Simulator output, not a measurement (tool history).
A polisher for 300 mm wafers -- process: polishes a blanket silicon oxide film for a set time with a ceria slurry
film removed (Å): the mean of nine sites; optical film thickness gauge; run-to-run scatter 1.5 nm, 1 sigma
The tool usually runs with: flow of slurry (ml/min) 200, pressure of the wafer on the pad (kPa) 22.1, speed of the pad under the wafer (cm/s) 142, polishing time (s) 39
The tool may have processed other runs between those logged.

run,hour,flow of slurry (ml/min),pressure of the wafer on the pad (kPa),speed of the pad under the wafer (cm/s),polishing time (s),"incoming thickness of the incoming film, nm",film removed (Å)
1,0.0,200,22.1,142,39,890.0,2550
# hour 62.3: worn pad replaced by a new one
2,62.8,200,22.1,160,39,887.9,2899
3,154.5,200,22.1,160,39,886.5,2876
4,215.4,200,22.1,160,39,872.3,2920
5,268.7,200,22.1,142,39,891.5,2533
# hour 297.2: slurry nozzle cleaned
6,350.7,200,22.1,142,39,895.7,2559
7,652.1,200,22.1,142,39,862.5,2531
# hour 658.3: head pressure recalibrated
8,692.5,170,22.1,160,39,888.1,2808
# hour 735.8: worn pad replaced by a new one
9,767.3,170,22.1,160,39,875.4,2811
10,818.3,200,16.5,142,39,876.6,2189
11,902.8,200,16.5,142,39,878.0,2164
# hour 962.7: slurry nozzle cleaned
12,991.5,200,22.1,142,39,889.1,2556
13,1049.3,200,22.1,142,39,877.7,2561
14,1125.8,200,22.1,142,39,870.4,2552
15,1391.5,200,22.1,142,39,866.0,2554
# hour 1402.6: worn pad replaced by a new one
16,1456.2,200,22.1,142,39,872.1,2574
17,1519.3,230,22.1,142,32,871.6,2138
18,1563.3,200,22.1,174,39,883.9,3145
19,1655.7,160,22.1,176,39,865.1,3052
# hour 1713.1: slurry nozzle cleaned
20,1752.5,130,16.5,142,39,882.5,1987
21,1831.9,200,22.1,164,39,864.6,2974
22,1878.5,200,22.1,142,39,892.4,2555
23,1944.0,160,22.1,176,39,861.8,3068
24,2045.5,270,28.3,160,29,885.2,2597
# hour 2057.9: worn pad replaced by a new one
# hour 2117.3: head pressure recalibrated
25,2123.7,200,17.2,106,39,879.5,1676
26,2162.1,220,15.2,112,39,873.7,1645
27,2269.6,200,22.1,142,34,871.0,2214
# hour 2357.2: slurry nozzle cleaned
28,2357.7,200,22.1,142,28,891.0,1832
29,2419.8,200,22.1,110,39,881.0,1991
30,2494.2,265,22.1,142,35,895.0,2405
31,2553.6,200,24.1,168,35,874.9,2864
32,2641.9,200,18.6,142,39,895.8,2318
33,2745.5,200,22.1,142,39,869.5,2581
34,2807.9,200,22.1,108,47,877.8,2336
# hour 2827.3: worn pad replaced by a new one
35,2914.0,165,22.1,142,39,887.7,2458
36,2976.9,230,17.9,100,33,874.8,1371
37,3055.2,175,22.1,142,46,889.6,2951
# hour 3125.7: slurry nozzle cleaned
38,3129.4,200,17.2,142,48,890.2,2726

Here are 3 independent what-if runs from the current tool condition. What would each one return?
A,3129.8,200,22.1,142,39,883.0,?
B,3129.8,265,17.9,190,39,883.0,?
C,3129.8,200,22.1,112,39,883.0,?

run,film removed (Å)
A,2562
B,3146
C,2021
Without the tool's hidden state the same runs would have given:
run,film removed (Å)
A,2562
B,3146
C,2021

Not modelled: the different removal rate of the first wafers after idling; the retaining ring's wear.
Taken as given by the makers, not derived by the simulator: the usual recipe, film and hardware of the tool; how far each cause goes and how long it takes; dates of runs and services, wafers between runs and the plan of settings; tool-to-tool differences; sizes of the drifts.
